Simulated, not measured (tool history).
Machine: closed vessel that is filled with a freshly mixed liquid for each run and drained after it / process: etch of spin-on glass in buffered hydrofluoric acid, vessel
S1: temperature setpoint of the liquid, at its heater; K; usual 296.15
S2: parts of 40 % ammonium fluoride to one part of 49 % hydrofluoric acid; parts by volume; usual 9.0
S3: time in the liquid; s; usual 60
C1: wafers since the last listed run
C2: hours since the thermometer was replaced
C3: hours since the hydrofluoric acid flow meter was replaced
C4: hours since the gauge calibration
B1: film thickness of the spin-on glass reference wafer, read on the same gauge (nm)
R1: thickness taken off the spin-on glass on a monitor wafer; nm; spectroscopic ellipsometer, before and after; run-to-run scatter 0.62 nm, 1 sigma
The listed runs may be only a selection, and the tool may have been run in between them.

Run 1, day 0.000: usual settings but S1 299.15 K; C1 0; C2 1513.4; C3 1896.2; C4 218.0; B1 59.99. Result: R1 183.15 nm.
Run 2, day 0.254: usual settings but S1 299.15 K; C1 630; C2 1519.5; C3 1902.3; C4 224.1; B1 59.97. Result: R1 182.80 nm.
Run 3, day 0.529: usual settings but S1 299.15 K; C1 682; C2 1526.1; C3 1908.9; C4 230.7; B1 60.05. Result: R1 183.06 nm.
Run 4, day 0.800: usual settings but S3 35 s; C1 672; C2 1532.6; C3 1915.4; C4 237.2; B1 60.00. Result: R1 90.48 nm.
Run 5, day 1.342: usual settings but S3 35 s; C1 1344; C2 1545.6; C3 1928.4; C4 250.2; B1 59.99. Result: R1 90.07 nm.
Run 6, day 2.025: usual settings; C1 1696; C2 1562.0; C3 1944.8; C4 266.6; B1 60.03. Result: R1 156.46 nm.
Run 7, day 2.671: usual settings; C1 1602; C2 1577.5; C3 1960.3; C4 282.1; B1 59.98. Result: R1 156.83 nm.
Run 8, day 3.288: usual settings; C1 1530; C2 1592.3; C3 1975.1; C4 296.9; B1 59.99. Result: R1 154.80 nm.
Run 9, day 3.804: usual settings; C1 1282; C2 1604.7; C3 1987.5; C4 309.3; B1 59.97. Result: R1 155.65 nm.
Run 10, day 4.392: usual settings; C1 1458; C2 1618.8; C3 2001.6; C4 323.4; B1 60.00. Result: R1 156.92 nm.
Run 11, day 4.912: usual settings but S1 298.65 K; C1 1292; C2 1631.3; C3 2014.1; C4 335.9; B1 60.03. Result: R1 179.68 nm.
At day 5.162: thermometer replaced.
Run 12, day 5.571: usual settings but S1 298.65 K; C1 1530; C2 9.8; C3 2029.9; C4 351.7; B1 59.93. Result: R1 179.94 nm.
Run 13, day 6.054: usual settings but S1 298.65 K; C1 1199; C2 21.4; C3 2041.5; C4 363.3; B1 60.02. Result: R1 179.30 nm.
Run 14, day 6.788: usual settings but S1 298.15 K; C1 1820; C2 39.0; C3 2059.1; C4 380.9; B1 60.00. Result: R1 174.01 nm.
At day 7.029: gauge calibrated.
Run 15, day 7.325: usual settings but S3 45 s; C1 1334; C2 51.9; C3 2072.0; C4 7.1; B1 60.01. Result: R1 118.89 nm.
Run 16, day 7.804: usual settings but S2 10.5 parts by volume, S3 85 s; C1 1189; C2 63.4; C3 2083.5; C4 18.6; B1 59.98. Result: R1 189.68 nm.
Run 17, day 8.296: usual settings but S1 294.15 K, S2 7.5 parts by volume, S3 95 s; C1 1220; C2 75.2; C3 2095.3; C4 30.4; B1 60.00. Result: R1 265.96 nm.
Run 18, day 8.729: usual settings but S1 297.65 K, S2 7.0 parts by volume, S3 40 s; C1 1075; C2 85.6; C3 2105.7; C4 40.8; B1 60.04. Result: R1 144.04 nm.
Run 19, day 9.096: usual settings but S1 293.15 K, S2 8.0 parts by volume, S3 35 s; C1 910; C2 94.4; C3 2114.5; C4 49.6; B1 59.99. Result: R1 88.00 nm.
Run 20, day 9.596: usual settings but S1 299.15 K; C1 1241; C2 106.4; C3 2126.5; C4 61.6; B1 60.00. Result: R1 184.61 nm.
Run 21, day 9.954: usual settings but S1 297.65 K, S3 75 s; C1 889; C2 115.0; C3 2135.1; C4 70.2; B1 60.02. Result: R1 215.03 nm.
Run 22, day 10.471: usual settings; C1 1282; C2 127.4; C3 2147.5; C4 82.6; B1 60.05. Result: R1 157.87 nm.
At day 10.538: hydrofluoric acid flow meter replaced.
Run 23, day 11.021: usual settings; C1 1261; C2 140.6; C3 11.6; C4 95.8; B1 60.00. Result: R1 140.18 nm.
Run 24, day 11.396: usual settings but S2 6.5 parts by volume, S3 50 s; C1 930; C2 149.6; C3 20.6; C4 104.8; B1 60.00. Result: R1 161.31 nm.
Run 25, day 11.983: usual settings but S1 298.65 K, S2 11.0 parts by volume; C1 1458; C2 163.7; C3 34.7; C4 118.9; B1 59.99. Result: R1 136.18 nm.
Run 26, day 12.400: usual settings but S1 298.65 K, S2 11.0 parts by volume; C1 1034; C2 173.7; C3 44.7; C4 128.9; B1 60.03. Result: R1 135.43 nm.
Run 27, day 12.754: usual settings but S1 292.65 K; C1 879; C2 182.2; C3 53.2; C4 137.4; B1 60.00. Result: R1 115.11 nm.
Run 28, day 13.338: usual settings but S1 294.15 K, S2 7.0 parts by volume, S3 85 s; C1 1447; C2 196.2; C3 67.2; C4 151.4; B1 60.00. Result: R1 229.18 nm.

For each entry between runs, how does the tool's hidden state at the last listed run before it compare with that at the first listed run after it?
Run 11 -> run 12: thermometer replaced (day 5.162)
  hydrofluoric acid flow above the setpoint (%): 13.5 -> 13.6
  difference, measured minus the result without the unlogged condition, R1: +23.00 -> +23.15 nm
Run 14 -> run 15: gauge calibrated (day 7.029)
  hydrofluoric acid flow above the setpoint (%): 13.7 -> 13.8
  difference, measured minus the result without the unlogged condition, R1: +22.65 -> +15.55 nm
Run 22 -> run 23: hydrofluoric acid flow meter replaced (day 10.538)
  hydrofluoric acid flow above the setpoint (%): 14.2 -> 1.65
  difference, measured minus the result without the unlogged condition, R1: +21.23 -> +2.47 nm
